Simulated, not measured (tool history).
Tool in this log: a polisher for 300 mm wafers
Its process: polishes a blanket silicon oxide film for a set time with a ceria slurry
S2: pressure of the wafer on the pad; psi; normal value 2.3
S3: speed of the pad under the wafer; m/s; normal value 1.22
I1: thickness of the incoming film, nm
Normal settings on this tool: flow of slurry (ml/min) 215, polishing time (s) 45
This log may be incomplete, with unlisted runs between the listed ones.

Run 1, hour 0.0: usual settings; I1 1095.6. Result: film removed (Å) 1541.
Run 2, hour 88.1: usual settings but flow of slurry (ml/min) 190, polishing time (s) 50; I1 1079.0. Result: film removed (Å) 1658.
Run 3, hour 185.1: usual settings; I1 1100.3. Result: film removed (Å) 1494.
At hour 201.5: worn pad replaced by a new one.
At hour 267.5: head pressure recalibrated.
Run 4, hour 275.4: usual settings; I1 1093.0. Result: film removed (Å) 1399.
At hour 288.2: slurry nozzle cleaned.
Run 5, hour 490.6: usual settings but S2 1.8 psi, S3 1.44 m/s; I1 1082.5. Result: film removed (Å) 1470.
Run 6, hour 537.1: usual settings but S2 1.8 psi, S3 1.44 m/s; I1 1085.4. Result: film removed (Å) 1423.
At hour 542.2: worn pad replaced by a new one.
Run 7, hour 627.9: usual settings but S3 1.40 m/s; I1 1082.6. Result: film removed (Å) 1753.
Run 8, hour 726.9: usual settings; I1 1092.0. Result: film removed (Å) 1497.
Run 9, hour 767.3: usual settings; I1 1099.9. Result: film removed (Å) 1477.
Run 10, hour 869.1: usual settings but flow of slurry (ml/min) 270, S3 1.06 m/s, polishing time (s) 60; I1 1086.4. Result: film removed (Å) 1738.
At hour 886.3: worn pad replaced by a new one.
At hour 934.2: slurry nozzle cleaned.
Run 11, hour 966.2: usual settings but S2 1.8 psi, S3 1.44 m/s; I1 1074.3. Result: film removed (Å) 1432.
Run 12, hour 1012.5: usual settings but S2 2.7 psi, S3 1.00 m/s, polishing time (s) 32; I1 1075.9. Result: film removed (Å) 1070.
Run 13, hour 1101.3: usual settings but flow of slurry (ml/min) 190, polishing time (s) 50; I1 1113.3. Result: film removed (Å) 1714.
At hour 1116.9: head pressure recalibrated.
At hour 1188.5: worn pad replaced by a new one.
Run 14, hour 1189.0: usual settings but polishing time (s) 37; I1 1112.6. Result: film removed (Å) 1278.
Run 15, hour 1258.5: usual settings but S2 1.9 psi, S3 1.52 m/s; I1 1098.3. Result: film removed (Å) 1589.
Run 16, hour 1318.2: usual settings but flow of slurry (ml/min) 175, S2 3.0 psi; I1 1094.5. Result: film removed (Å) 1909.
Run 17, hour 1403.6: usual settings but flow of slurry (ml/min) 185, S2 1.7 psi, polishing time (s) 41; I1 1083.5. Result: film removed (Å) 971.
At hour 1463.0: worn pad replaced by a new one.
At hour 1472.3: slurry nozzle cleaned.
Run 18, hour 1472.8: usual settings but flow of slurry (ml/min) 145, S3 0.88 m/s; I1 1086.1. Result: film removed (Å) 1064.

For run 19, what comes out?
Run 19, hour 1530.8: usual settings; I1 1104.7. Result: film removed (Å) ?.

film removed (Å): 1545
With no hidden state in the tool, this same run would have given film removed (Å) 1552.

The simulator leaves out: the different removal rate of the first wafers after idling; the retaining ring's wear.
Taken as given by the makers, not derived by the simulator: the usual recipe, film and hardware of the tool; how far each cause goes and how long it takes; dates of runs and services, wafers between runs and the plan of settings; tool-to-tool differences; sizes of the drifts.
